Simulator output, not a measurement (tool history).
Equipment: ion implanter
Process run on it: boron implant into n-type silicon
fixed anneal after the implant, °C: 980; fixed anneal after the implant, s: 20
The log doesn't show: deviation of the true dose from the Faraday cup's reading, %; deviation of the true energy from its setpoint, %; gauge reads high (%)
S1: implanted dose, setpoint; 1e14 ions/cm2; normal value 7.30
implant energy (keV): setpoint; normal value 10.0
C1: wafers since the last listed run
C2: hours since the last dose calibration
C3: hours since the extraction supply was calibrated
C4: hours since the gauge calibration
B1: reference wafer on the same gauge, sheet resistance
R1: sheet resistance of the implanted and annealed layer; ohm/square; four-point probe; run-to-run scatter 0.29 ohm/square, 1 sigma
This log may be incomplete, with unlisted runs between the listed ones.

{"run": 1, "hour": 0.0, "S1": 6.23, "implant energy (keV)": 10.0, "C1": 0, "C2": 835.6, "C3": 4576.8, "C4": 1413.2, "B1": 170.99, "R1": 220.16}
{"run": 2, "hour": 60.2, "S1": 6.23, "implant energy (keV)": 10.0, "C1": 1866, "C2": 895.8, "C3": 4637.0, "C4": 1473.4, "B1": 170.95, "R1": 219.93}
{"run": 3, "hour": 106.9, "S1": 8.32, "implant energy (keV)": 12.0, "C1": 1448, "C2": 942.5, "C3": 4683.7, "C4": 1520.1, "B1": 170.89, "R1": 175.41}
{"run": 4, "hour": 165.2, "S1": 7.3, "implant energy (keV)": 10.0, "C1": 1807, "C2": 1000.8, "C3": 4742.0, "C4": 1578.4, "B1": 171.02, "R1": 196.12}
{"run": 5, "hour": 203.7, "S1": 7.3, "implant energy (keV)": 10.0, "C1": 1193, "C2": 1039.3, "C3": 4780.5, "C4": 1616.9, "B1": 171.01, "R1": 196.24}
{"run": 6, "hour": 237.4, "S1": 8.09, "implant energy (keV)": 10.0, "C1": 1044, "C2": 1073.0, "C3": 4814.2, "C4": 1650.6, "B1": 171.01, "R1": 183.71}
{"hour": 253.2, "done": "extraction supply calibrated"}
{"hour": 269.4, "done": "Faraday cup replaced and dose calibrated"}
{"hour": 275.1, "done": "gauge calibrated"}
{"run": 7, "hour": 279.3, "S1": 8.65, "implant energy (keV)": 11.5, "C1": 803, "C2": 9.9, "C3": 26.1, "C4": 4.2, "B1": 171.02, "R1": 169.56}
{"run": 8, "hour": 312.5, "S1": 8.65, "implant energy (keV)": 11.5, "C1": 1029, "C2": 43.1, "C3": 59.3, "C4": 37.4, "B1": 171.03, "R1": 169.79}
{"run": 9, "hour": 355.7, "S1": 7.3, "implant energy (keV)": 9.0, "C1": 1339, "C2": 86.3, "C3": 102.5, "C4": 80.6, "B1": 170.98, "R1": 197.81}
{"run": 10, "hour": 386.4, "S1": 6.82, "implant energy (keV)": 9.0, "C1": 951, "C2": 117.0, "C3": 133.2, "C4": 111.3, "B1": 170.97, "R1": 207.47}
{"run": 11, "hour": 438.4, "S1": 6.82, "implant energy (keV)": 9.0, "C1": 1612, "C2": 169.0, "C3": 185.2, "C4": 163.3, "B1": 170.99, "R1": 207.43}
{"run": 12, "hour": 496.5, "S1": 6.82, "implant energy (keV)": 9.0, "C1": 1801, "C2": 227.1, "C3": 243.3, "C4": 221.4, "B1": 170.99, "R1": 208.11}
{"run": 13, "hour": 555.5, "S1": 8.46, "implant energy (keV)": 10.0, "C1": 1829, "C2": 286.1, "C3": 302.3, "C4": 280.4, "B1": 171.02, "R1": 177.14}
{"run": 14, "hour": 587.5, "S1": 7.3, "implant energy (keV)": 10.0, "C1": 992, "C2": 318.1, "C3": 334.3, "C4": 312.4, "B1": 171.02, "R1": 195.55}
{"run": 15, "hour": 619.5, "S1": 8.89, "implant energy (keV)": 12.0, "C1": 992, "C2": 350.1, "C3": 366.3, "C4": 344.4, "B1": 171.01, "R1": 167.04}
{"run": 16, "hour": 653.0, "S1": 7.3, "implant energy (keV)": 10.0, "C1": 1038, "C2": 383.6, "C3": 399.8, "C4": 377.9, "B1": 170.97, "R1": 195.65}
{"run": 17, "hour": 685.7, "S1": 7.3, "implant energy (keV)": 12.5, "C1": 1013, "C2": 416.3, "C3": 432.5, "C4": 410.6, "B1": 170.96, "R1": 191.41}
{"run": 18, "hour": 754.9, "S1": 7.3, "implant energy (keV)": 10.0, "C1": 2145, "C2": 485.5, "C3": 501.7, "C4": 479.8, "B1": 170.9, "R1": 196.15}
{"run": 19, "hour": 788.3, "S1": 6.13, "implant energy (keV)": 10.0, "C1": 1035, "C2": 518.9, "C3": 535.1, "C4": 513.2, "B1": 170.97, "R1": 223.0}
{"run": 20, "hour": 829.6, "S1": 7.3, "implant energy (keV)": 10.0, "C1": 1280, "C2": 560.2, "C3": 576.4, "C4": 554.5, "B1": 170.97, "R1": 196.26}
{"run": 21, "hour": 860.1, "S1": 8.09, "implant energy (keV)": 10.0, "C1": 945, "C2": 590.7, "C3": 606.9, "C4": 585.0, "B1": 171.06, "R1": 183.06}
{"run": 22, "hour": 892.9, "S1": 7.3, "implant energy (keV)": 8.5, "C1": 1017, "C2": 623.5, "C3": 639.7, "C4": 617.8, "B1": 170.98, "R1": 201.07}
{"run": 23, "hour": 941.0, "S1": 5.89, "implant energy (keV)": 11.5, "C1": 1491, "C2": 671.6, "C3": 687.8, "C4": 665.9, "B1": 171.01, "R1": 228.01}
{"run": 24, "hour": 987.9, "S1": 7.3, "implant energy (keV)": 10.0, "C1": 1454, "C2": 718.5, "C3": 734.7, "C4": 712.8, "B1": 170.9, "R1": 196.52}
{"run": 25, "hour": 1030.9, "S1": 5.87, "implant energy (keV)": 8.0, "C1": 1333, "C2": 761.5, "C3": 777.7, "C4": 755.8, "B1": 171.04, "R1": 236.63}
{"run": 26, "hour": 1077.2, "S1": 6.19, "implant energy (keV)": 12.0, "C1": 1435, "C2": 807.8, "C3": 824.0, "C4": 802.1, "B1": 171.06, "R1": 218.86}
{"run": 27, "hour": 1107.4, "S1": 7.3, "implant energy (keV)": 13.0, "C1": 936, "C2": 838.0, "C3": 854.2, "C4": 832.3, "B1": 170.99, "R1": 192.32}
{"run": 28, "hour": 1176.6, "S1": 7.3, "implant energy (keV)": 10.0, "C1": 2145, "C2": 907.2, "C3": 923.4, "C4": 901.5, "B1": 170.99, "R1": 197.83}
{"run": 29, "hour": 1223.9, "S1": 6.64, "implant energy (keV)": 11.0, "C1": 1466, "C2": 954.5, "C3": 970.7, "C4": 948.8, "B1": 170.9, "R1": 209.61}
{"run": 30, "hour": 1275.3, "S1": 6.48, "implant energy (keV)": 9.0, "C1": 1593, "C2": 1005.9, "C3": 1022.1, "C4": 1000.2, "B1": 171.02, "R1": 218.67}
{"run": 31, "hour": 1333.9, "S1": 8.92, "implant energy (keV)": 7.0, "C1": 1817, "C2": 1064.5, "C3": 1080.7, "C4": 1058.8, "B1": 171.01, "R1": 187.63}
{"run": 32, "hour": 1361.8, "S1": 5.41, "implant energy (keV)": 6.5, "C1": 865, "C2": 1092.4, "C3": 1108.6, "C4": 1086.7, "B1": 170.92, "R1": 261.77}
{"run": 33, "hour": 1429.6, "S1": 9.3, "implant energy (keV)": 10.0, "C1": 2102, "C2": 1160.2, "C3": 1176.4, "C4": 1154.5, "B1": 171.02, "R1": 168.65}
{"run": 34, "hour": 1492.6, "S1": 6.29, "implant energy (keV)": 7.0, "C1": 1953, "C2": 1223.2, "C3": 1239.4, "C4": 1217.5, "B1": 170.95, "R1": 232.43}
{"run": 35, "hour": 1540.7, "S1": 7.3, "implant energy (keV)": 10.0, "C1": 1491, "C2": 1271.3, "C3": 1287.5, "C4": 1265.6, "B1": 170.99, "R1": 198.92}
{"run": 36, "hour": 1592.2, "S1": 6.64, "implant energy (keV)": 12.5, "C1": 1596, "C2": 1322.8, "C3": 1339.0, "C4": 1317.1, "B1": 170.85, "R1": 209.02}

Below are 5 alternative next runs, each starting from the tool's condition after run 36. Predict each:
{"run": "A", "hour": 1592.6, "S1": 7.3, "implant energy (keV)": 10.0, "C1": 12, "C2": 1323.2, "C3": 1339.4, "C4": 1317.5, "B1": "?", "R1": "?"}
{"run": "B", "hour": 1592.6, "S1": 8.65, "implant energy (keV)": 7.5, "C1": 12, "C2": 1323.2, "C3": 1339.4, "C4": 1317.5, "B1": "?", "R1": "?"}
{"run": "C", "hour": 1592.6, "S1": 8.53, "implant energy (keV)": 7.5, "C1": 12, "C2": 1323.2, "C3": 1339.4, "C4": 1317.5, "B1": "?", "R1": "?"}
{"run": "D", "hour": 1592.6, "S1": 5.41, "implant energy (keV)": 7.5, "C1": 12, "C2": 1323.2, "C3": 1339.4, "C4": 1317.5, "B1": "?", "R1": "?"}
{"run": "E", "hour": 1592.6, "S1": 9.15, "implant energy (keV)": 7.5, "C1": 12, "C2": 1323.2, "C3": 1339.4, "C4": 1317.5, "B1": "?", "R1": "?"}

run=A B1=171.03 R1=198.68
run=B B1=171.03 R1=187.95
run=C B1=171.03 R1=189.42
run=D B1=171.03 R1=257.41
run=E B1=171.03 R1=182.34
With no hidden state in the tool, these same runs would have given:
run=A R1=193.93
run=B R1=184.47
run=C R1=185.87
run=D R1=250.78
run=E R1=179.17

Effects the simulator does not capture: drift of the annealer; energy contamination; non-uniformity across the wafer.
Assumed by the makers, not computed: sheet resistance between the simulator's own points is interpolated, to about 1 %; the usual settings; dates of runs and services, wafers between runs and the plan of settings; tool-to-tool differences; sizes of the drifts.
